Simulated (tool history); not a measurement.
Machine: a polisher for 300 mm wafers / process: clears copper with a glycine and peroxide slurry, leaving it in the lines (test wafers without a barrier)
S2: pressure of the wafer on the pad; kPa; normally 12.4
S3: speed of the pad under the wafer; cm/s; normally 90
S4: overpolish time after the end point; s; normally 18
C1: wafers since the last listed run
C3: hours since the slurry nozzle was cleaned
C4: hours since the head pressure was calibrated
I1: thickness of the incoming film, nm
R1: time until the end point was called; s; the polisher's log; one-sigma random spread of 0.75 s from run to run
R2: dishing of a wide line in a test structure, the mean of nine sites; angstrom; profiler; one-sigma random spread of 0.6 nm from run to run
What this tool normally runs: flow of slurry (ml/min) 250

run 1 hour=0 | flow_of_slurry_(ml/min)=250 S2=12.4 S3=90 S4=14 | C1=0 wafers_polished_on_this_pad=6268 C3=309.3 C4=1269.8 | I1=254.4 | R1=73 R2=317
run 2 hour=75.4 | flow_of_slurry_(ml/min)=250 S2=12.4 S3=90 S4=14 | C1=742 wafers_polished_on_this_pad=7010 C3=384.7 C4=1345.2 | I1=257.8 | R1=76.5 R2=313
run 3 hour=133.2 | flow_of_slurry_(ml/min)=285 S2=10.3 S3=90 S4=18 | C1=569 wafers_polished_on_this_pad=7579 C3=442.5 C4=1403 | I1=257.8 | R1=80.6 R2=351
-- hour=200.8 worn pad replaced by a new one, of another model than before
run 4 hour=227.2 | flow_of_slurry_(ml/min)=285 S2=10.3 S3=90 S4=18 | C1=886 wafers_polished_on_this_pad=260 C3=536.5 C4=1497 | I1=251.7 | R1=83.6 R2=346
run 5 hour=305.6 | flow_of_slurry_(ml/min)=250 S2=12.4 S3=90 S4=22 | C1=771 wafers_polished_on_this_pad=1032 C3=614.9 C4=1575.4 | I1=253.5 | R1=73.5 R2=439
-- hour=316.6 head pressure recalibrated
run 6 hour=392 | flow_of_slurry_(ml/min)=250 S2=12.4 S3=90 S4=18 | C1=830 wafers_polished_on_this_pad=1863 C3=701.3 C4=75.4 | I1=250.7 | R1=70.7 R2=387
run 7 hour=443.1 | flow_of_slurry_(ml/min)=250 S2=12.4 S3=90 S4=18 | C1=503 wafers_polished_on_this_pad=2366 C3=752.4 C4=126.5 | I1=257.6 | R1=73.8 R2=379
run 8 hour=501.2 | flow_of_slurry_(ml/min)=250 S2=12.4 S3=90 S4=18 | C1=572 wafers_polished_on_this_pad=2938 C3=810.5 C4=184.6 | I1=254.7 | R1=71.7 R2=396
run 9 hour=587.6 | flow_of_slurry_(ml/min)=250 S2=12.4 S3=90 S4=18 | C1=850 wafers_polished_on_this_pad=3788 C3=896.9 C4=271 | I1=254.6 | R1=72.7 R2=381
-- hour=601 slurry nozzle cleaned
run 10 hour=849.8 | flow_of_slurry_(ml/min)=250 S2=12.4 S3=90 S4=18 | C1=2571 wafers_polished_on_this_pad=6360 C3=248.8 C4=533.2 | I1=251.8 | R1=70.5 R2=390
run 11 hour=923.8 | flow_of_slurry_(ml/min)=250 S2=12.4 S3=90 S4=18 | C1=728 wafers_polished_on_this_pad=7088 C3=322.8 C4=607.2 | I1=254.1 | R1=70.8 R2=382
run 12 hour=1007.5 | flow_of_slurry_(ml/min)=195 S2=12.4 S3=62 S4=10 | C1=824 wafers_polished_on_this_pad=7912 C3=406.5 C4=690.9 | I1=251.4 | R1=82.5 R2=213
-- hour=1029.3 worn pad replaced by a new one
run 13 hour=1094 | flow_of_slurry_(ml/min)=250 S2=12.4 S3=90 S4=18 | C1=812 wafers_polished_on_this_pad=636 C3=493 C4=777.4 | I1=253.3 | R1=70.5 R2=391
run 14 hour=1159.8 | flow_of_slurry_(ml/min)=250 S2=12.4 S3=90 S4=18 | C1=647 wafers_polished_on_this_pad=1284 C3=558.8 C4=843.2 | I1=257.4 | R1=72.4 R2=389
run 15 hour=1253.6 | flow_of_slurry_(ml/min)=170 S2=9 S3=90 S4=26 | C1=923 wafers_polished_on_this_pad=2207 C3=652.6 C4=937 | I1=255.4 | R1=98.6 R2=391
-- hour=1312.4 slurry nozzle cleaned
run 16 hour=1313.4 | flow_of_slurry_(ml/min)=250 S2=13.8 S3=64 S4=18 | C1=578 wafers_polished_on_this_pad=2786 C3=1 C4=996.8 | I1=257.8 | R1=73.4 R2=395
run 17 hour=1382.1 | flow_of_slurry_(ml/min)=335 S2=11 S3=118 S4=18 | C1=676 wafers_polished_on_this_pad=3463 C3=69.7 C4=1065.5 | I1=254.7 | R1=69.1 R2=399
run 18 hour=1457.2 | flow_of_slurry_(ml/min)=330 S2=16.5 S3=90 S4=18 | C1=739 wafers_polished_on_this_pad=4202 C3=144.8 C4=1140.6 | I1=259.3 | R1=54.4 R2=475
run 19 hour=1613.2 | flow_of_slurry_(ml/min)=250 S2=15.2 S3=68 S4=18 | C1=1535 wafers_polished_on_this_pad=5738 C3=300.8 C4=1296.6 | I1=254.1 | R1=65.5 R2=418
-- hour=1870.2 worn pad replaced by a new one
run 20 hour=1870.7 | flow_of_slurry_(ml/min)=250 S2=13.8 S3=64 S4=18 | C1=2495 wafers_polished_on_this_pad=5 C3=558.3 C4=1554.1 | I1=250.2 | R1=72.7 R2=393
-- hour=1907.1 head pressure recalibrated
-- hour=2062.8 slurry nozzle cleaned
run 21 hour=2065.6 | flow_of_slurry_(ml/min)=250 S2=12.4 S3=90 S4=18 | C1=1889 wafers_polished_on_this_pad=1894 C3=2.8 C4=158.5 | I1=254.3 | R1=70.4 R2=399
run 22 hour=2126.3 | flow_of_slurry_(ml/min)=250 S2=9.7 S3=90 S4=18 | C1=597 wafers_polished_on_this_pad=2492 C3=63.5 C4=219.2 | I1=257.7 | R1=90.5 R2=338
run 23 hour=2207.6 | flow_of_slurry_(ml/min)=250 S2=15.2 S3=90 S4=26 | C1=800 wafers_polished_on_this_pad=3292 C3=144.8 C4=300.5 | I1=260.1 | R1=59.8 R2=551
run 24 hour=2296.4 | flow_of_slurry_(ml/min)=340 S2=9.7 S3=64 S4=18 | C1=874 wafers_polished_on_this_pad=4166 C3=233.6 C4=389.3 | I1=256.3 | R1=97 R2=309
run 25 hour=2470.3 | flow_of_slurry_(ml/min)=250 S2=10.3 S3=82 S4=15 | C1=1712 wafers_polished_on_this_pad=5879 C3=407.5 C4=563.2 | I1=254.8 | R1=86.4 R2=298
run 26 hour=2536.5 | flow_of_slurry_(ml/min)=250 S2=12.4 S3=62 S4=26 | C1=651 wafers_polished_on_this_pad=6530 C3=473.7 C4=629.4 | I1=257 | R1=82.3 R2=462
run 27 hour=2614.1 | flow_of_slurry_(ml/min)=250 S2=12.4 S3=90 S4=18 | C1=763 wafers_polished_on_this_pad=7294 C3=551.3 C4=707 | I1=254.9 | R1=72.2 R2=387
run 28 hour=2679.3 | flow_of_slurry_(ml/min)=250 S2=9 S3=90 S4=18 | C1=641 wafers_polished_on_this_pad=7936 C3=616.5 C4=772.2 | I1=252 | R1=93.2 R2=320
-- hour=2689.3 worn pad replaced by a new one
run 29 hour=2722.4 | flow_of_slurry_(ml/min)=250 S2=12.4 S3=98 S4=18 | C1=384 wafers_polished_on_this_pad=325 C3=659.6 C4=815.3 | I1=254.1 | R1=70.8 R2=385
run 30 hour=2760.5 | flow_of_slurry_(ml/min)=250 S2=12.4 S3=90 S4=18 | C1=375 wafers_polished_on_this_pad=700 C3=697.7 C4=853.4 | I1=258.3 | R1=73 R2=381
run 31 hour=2855.7 | flow_of_slurry_(ml/min)=250 S2=13.8 S3=64 S4=18 | C1=937 wafers_polished_on_this_pad=1638 C3=792.9 C4=948.6 | I1=255.2 | R1=73.7 R2=377
-- hour=2929.8 slurry nozzle cleaned
run 32 hour=2949.6 | flow_of_slurry_(ml/min)=250 S2=12.4 S3=78 S4=10 | C1=914 wafers_polished_on_this_pad=2552 C3=19.8 C4=1042.5 | I1=253.7 | R1=75.6 R2=242
run 33 hour=3006.9 | flow_of_slurry_(ml/min)=315 S2=9 S3=90 S4=24 | C1=564 wafers_polished_on_this_pad=3116 C3=77.1 C4=1099.8 | I1=257.6 | R1=93.3 R2=387

Describe how what the log doesn't record of the tool's condition differs between the last listed run preceding each entry between runs and the first listed run following it.
Runs 3 to 4: worn pad replaced by a new one, of another model than before (hour 200.8)
  slurry flow missing at the pad, %: 42 -> 44.3
  difference, measured minus the result without the unlogged condition, R1: +4.4 -> +2.3 s; R2: -15 -> -7 angstrom
Runs 5 to 6: head pressure recalibrated (hour 316.6)
  slurry flow missing at the pad, %: 45.8 -> 47
  difference, measured minus the result without the unlogged condition, R1: +2.3 -> +2.2 s; R2: -9 -> -9 angstrom
Runs 9 to 10: slurry nozzle cleaned (hour 601)
  slurry flow missing at the pad, %: 48.6 -> 33.5
  difference, measured minus the result without the unlogged condition, R1: +2.4 -> +1.5 s; R2: -9 -> -6 angstrom
Runs 12 to 13: worn pad replaced by a new one (hour 1029.3)
  slurry flow missing at the pad, %: 40.9 -> 43.5
  difference, measured minus the result without the unlogged condition, R1: +2.5 -> +2 s; R2: -6 -> -8 angstrom
Runs 15 to 16: slurry nozzle cleaned (hour 1312.4)
  slurry flow missing at the pad, %: 46.5 -> 3.28
  difference, measured minus the result without the unlogged condition, R1: +3.6 -> +0.2 s; R2: -10 -> +0 angstrom
Runs 19 to 20: worn pad replaced by a new one (hour 1870.2)
  slurry flow missing at the pad, %: 31.5 -> 39.9
  difference, measured minus the result without the unlogged condition, R1: +1.3 -> +1.9 s; R2: -6 -> -8 angstrom
Runs 20 to 21: head pressure recalibrated (hour 1907.1); slurry nozzle cleaned (hour 2062.8)
  slurry flow missing at the pad, %: 39.9 -> 6.17
  difference, measured minus the result without the unlogged condition, R1: +1.9 -> +0.3 s; R2: -8 -> -1 angstrom
Runs 28 to 29: worn pad replaced by a new one (hour 2689.3)
  slurry flow missing at the pad, %: 43.6 -> 44.2
  difference, measured minus the result without the unlogged condition, R1: +2.7 -> +2.1 s; R2: -7 -> -8 angstrom
Runs 31 to 32: slurry nozzle cleaned (hour 2929.8)
  slurry flow missing at the pad, %: 45.6 -> 10.2
  difference, measured minus the result without the unlogged condition, R1: +2.3 -> +0.4 s; R2: -9 -> -1 angstrom
